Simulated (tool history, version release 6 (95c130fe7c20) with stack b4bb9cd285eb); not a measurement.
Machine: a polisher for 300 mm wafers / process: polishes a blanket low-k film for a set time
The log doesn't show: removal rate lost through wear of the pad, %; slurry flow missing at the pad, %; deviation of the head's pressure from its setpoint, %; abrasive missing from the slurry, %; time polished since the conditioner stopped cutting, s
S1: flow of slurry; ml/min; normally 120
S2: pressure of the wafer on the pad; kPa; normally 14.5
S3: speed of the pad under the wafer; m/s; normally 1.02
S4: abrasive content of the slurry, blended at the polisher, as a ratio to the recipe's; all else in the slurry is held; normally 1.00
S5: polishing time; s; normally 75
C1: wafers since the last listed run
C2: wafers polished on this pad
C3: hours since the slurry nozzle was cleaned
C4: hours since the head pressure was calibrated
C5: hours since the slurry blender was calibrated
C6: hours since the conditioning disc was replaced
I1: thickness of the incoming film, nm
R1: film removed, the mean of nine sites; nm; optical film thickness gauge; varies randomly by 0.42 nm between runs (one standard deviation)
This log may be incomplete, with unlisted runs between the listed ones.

{"run": 1, "hour": 0.0, "S1": 120, "S2": 14.5, "S3": 1.02, "S4": 1.0, "S5": 69, "C1": 0, "C2": 3074, "C3": 372.4, "C4": 666.5, "C5": 190.4, "C6": 25.4, "I1": 370.9, "R1": 28.7}
{"hour": 11.9, "done": "worn pad replaced by a new one"}
{"run": 2, "hour": 15.0, "S1": 120, "S2": 14.5, "S3": 1.02, "S4": 1.0, "S5": 75, "C1": 133, "C2": 37, "C3": 387.4, "C4": 681.5, "C5": 205.4, "C6": 40.4, "I1": 366.6, "R1": 31.2}
{"run": 3, "hour": 35.2, "S1": 120, "S2": 14.5, "S3": 1.02, "S4": 1.0, "S5": 75, "C1": 246, "C2": 283, "C3": 407.6, "C4": 701.7, "C5": 225.6, "C6": 60.6, "I1": 370.9, "R1": 30.9}
{"run": 4, "hour": 52.7, "S1": 120, "S2": 14.5, "S3": 1.02, "S4": 1.0, "S5": 75, "C1": 213, "C2": 497, "C3": 425.1, "C4": 719.2, "C5": 243.1, "C6": 78.1, "I1": 366.2, "R1": 29.8}
{"hour": 131.9, "done": "slurry blender recalibrated"}
{"run": 5, "hour": 141.2, "S1": 120, "S2": 14.5, "S3": 1.02, "S4": 1.0, "S5": 75, "C1": 1053, "C2": 1550, "C3": 513.6, "C4": 807.7, "C5": 9.3, "C6": 166.6, "I1": 370.9, "R1": 29.6}
{"run": 6, "hour": 163.3, "S1": 120, "S2": 14.5, "S3": 1.02, "S4": 1.0, "S5": 75, "C1": 269, "C2": 1819, "C3": 535.7, "C4": 829.8, "C5": 31.4, "C6": 188.7, "I1": 363.5, "R1": 29.1}
{"hour": 227.9, "done": "worn pad replaced by a new one"}
{"hour": 235.5, "done": "head pressure recalibrated"}
{"run": 7, "hour": 249.9, "S1": 120, "S2": 14.5, "S3": 1.02, "S4": 1.0, "S5": 75, "C1": 981, "C2": 243, "C3": 622.3, "C4": 14.4, "C5": 118.0, "C6": 275.3, "I1": 370.0, "R1": 30.9}
{"run": 8, "hour": 272.9, "S1": 145, "S2": 14.5, "S3": 1.02, "S4": 1.0, "S5": 75, "C1": 280, "C2": 523, "C3": 645.3, "C4": 37.4, "C5": 141.0, "C6": 298.3, "I1": 371.3, "R1": 32.3}
{"run": 9, "hour": 291.6, "S1": 120, "S2": 14.5, "S3": 1.02, "S4": 1.0, "S5": 75, "C1": 227, "C2": 751, "C3": 664.0, "C4": 56.1, "C5": 159.7, "C6": 317.0, "I1": 378.5, "R1": 29.7}
{"run": 10, "hour": 320.7, "S1": 120, "S2": 14.5, "S3": 1.02, "S4": 0.85, "S5": 75, "C1": 354, "C2": 1105, "C3": 693.1, "C4": 85.2, "C5": 188.8, "C6": 346.1, "I1": 377.3, "R1": 26.8}
{"run": 11, "hour": 364.1, "S1": 100, "S2": 14.5, "S3": 1.02, "S4": 1.0, "S5": 75, "C1": 528, "C2": 1634, "C3": 736.5, "C4": 128.6, "C5": 232.2, "C6": 389.5, "I1": 363.6, "R1": 27.9}
{"run": 12, "hour": 390.2, "S1": 120, "S2": 14.5, "S3": 0.76, "S4": 0.7, "S5": 75, "C1": 317, "C2": 1952, "C3": 762.6, "C4": 154.7, "C5": 258.3, "C6": 415.6, "I1": 372.8, "R1": 18.7}
{"run": 13, "hour": 410.2, "S1": 150, "S2": 14.5, "S3": 0.86, "S4": 0.85, "S5": 98, "C1": 243, "C2": 2196, "C3": 782.6, "C4": 174.7, "C5": 278.3, "C6": 435.6, "I1": 362.0, "R1": 32.4}
{"hour": 412.9, "done": "slurry nozzle cleaned"}
{"hour": 417.4, "done": "slurry blender recalibrated"}
{"hour": 431.9, "done": "worn pad replaced by a new one"}
{"run": 14, "hour": 432.4, "S1": 120, "S2": 14.5, "S3": 1.02, "S4": 1.0, "S5": 75, "C1": 185, "C2": 5, "C3": 19.5, "C4": 196.9, "C5": 15.0, "C6": 457.8, "I1": 363.9, "R1": 32.9}
{"run": 15, "hour": 446.8, "S1": 120, "S2": 14.5, "S3": 1.02, "S4": 1.0, "S5": 75, "C1": 175, "C2": 181, "C3": 33.9, "C4": 211.3, "C5": 29.4, "C6": 472.2, "I1": 371.5, "R1": 32.4}
{"run": 16, "hour": 481.2, "S1": 110, "S2": 14.5, "S3": 1.02, "S4": 1.1, "S5": 75, "C1": 419, "C2": 600, "C3": 68.3, "C4": 245.7, "C5": 63.8, "C6": 506.6, "I1": 368.0, "R1": 34.0}
{"run": 17, "hour": 507.7, "S1": 160, "S2": 14.5, "S3": 1.36, "S4": 1.0, "S5": 75, "C1": 322, "C2": 923, "C3": 94.8, "C4": 272.2, "C5": 90.3, "C6": 533.1, "I1": 368.0, "R1": 44.3}
{"run": 18, "hour": 529.8, "S1": 120, "S2": 14.5, "S3": 1.02, "S4": 1.0, "S5": 75, "C1": 269, "C2": 1192, "C3": 116.9, "C4": 294.3, "C5": 112.4, "C6": 555.2, "I1": 366.1, "R1": 32.8}
{"run": 19, "hour": 547.5, "S1": 130, "S2": 17.9, "S3": 1.02, "S4": 1.0, "S5": 98, "C1": 215, "C2": 1407, "C3": 134.6, "C4": 312.0, "C5": 130.1, "C6": 572.9, "I1": 365.0, "R1": 53.7}
{"hour": 573.0, "done": "conditioning disc replaced and pad reconditioned"}
{"run": 20, "hour": 573.5, "S1": 135, "S2": 14.5, "S3": 0.68, "S4": 0.8, "S5": 95, "C1": 292, "C2": 1700, "C3": 160.6, "C4": 338.0, "C5": 156.1, "C6": 0.5, "I1": 369.8, "R1": 26.7}
{"run": 21, "hour": 606.1, "S1": 145, "S2": 14.5, "S3": 1.02, "S4": 1.0, "S5": 75, "C1": 397, "C2": 2097, "C3": 193.2, "C4": 370.6, "C5": 188.7, "C6": 33.1, "I1": 365.8, "R1": 32.9}
{"run": 22, "hour": 635.4, "S1": 95, "S2": 14.5, "S3": 1.02, "S4": 1.0, "S5": 75, "C1": 356, "C2": 2454, "C3": 222.5, "C4": 399.9, "C5": 218.0, "C6": 62.4, "I1": 377.3, "R1": 30.6}
{"run": 23, "hour": 666.5, "S1": 160, "S2": 11.0, "S3": 1.02, "S4": 1.0, "S5": 75, "C1": 378, "C2": 2833, "C3": 253.6, "C4": 431.0, "C5": 249.1, "C6": 93.5, "I1": 372.8, "R1": 25.7}
{"hour": 693.4, "done": "worn pad replaced by a new one"}
{"run": 24, "hour": 699.7, "S1": 120, "S2": 14.5, "S3": 1.02, "S4": 1.0, "S5": 82, "C1": 355, "C2": 77, "C3": 286.8, "C4": 464.2, "C5": 282.3, "C6": 126.7, "I1": 365.0, "R1": 34.4}
{"hour": 711.2, "done": "slurry blender recalibrated"}
{"run": 25, "hour": 722.0, "S1": 120, "S2": 14.5, "S3": 1.12, "S4": 1.0, "S5": 75, "C1": 247, "C2": 324, "C3": 309.1, "C4": 486.5, "C5": 10.8, "C6": 149.0, "I1": 370.7, "R1": 34.2}
{"run": 26, "hour": 744.9, "S1": 120, "S2": 14.5, "S3": 1.02, "S4": 1.0, "S5": 75, "C1": 278, "C2": 603, "C3": 332.0, "C4": 509.4, "C5": 33.7, "C6": 171.9, "I1": 369.3, "R1": 32.1}

Alternative continuations, all from the tool just after run 26; predict every row:
{"run": "A", "hour": 745.3, "S1": 120, "S2": 14.5, "S3": 1.02, "S4": 1.0, "S5": 75, "C1": 4, "C2": 608, "C3": 332.4, "C4": 509.8, "C5": 34.1, "C6": 172.3, "I1": 367.1, "R1": "?"}
{"run": "B", "hour": 745.3, "S1": 120, "S2": 14.5, "S3": 1.02, "S4": 1.1, "S5": 75, "C1": 4, "C2": 608, "C3": 332.4, "C4": 509.8, "C5": 34.1, "C6": 172.3, "I1": 367.1, "R1": "?"}
{"run": "C", "hour": 745.3, "S1": 135, "S2": 14.5, "S3": 1.02, "S4": 1.0, "S5": 75, "C1": 4, "C2": 608, "C3": 332.4, "C4": 509.8, "C5": 34.1, "C6": 172.3, "I1": 367.1, "R1": "?"}

run=A R1=31.0
run=B R1=32.6
run=C R1=31.6
The same runs, with their run-to-run variation unchanged, on a tool lacking any hidden condition would have given:
run=A R1=32.9
run=B R1=34.6
run=C R1=33.5
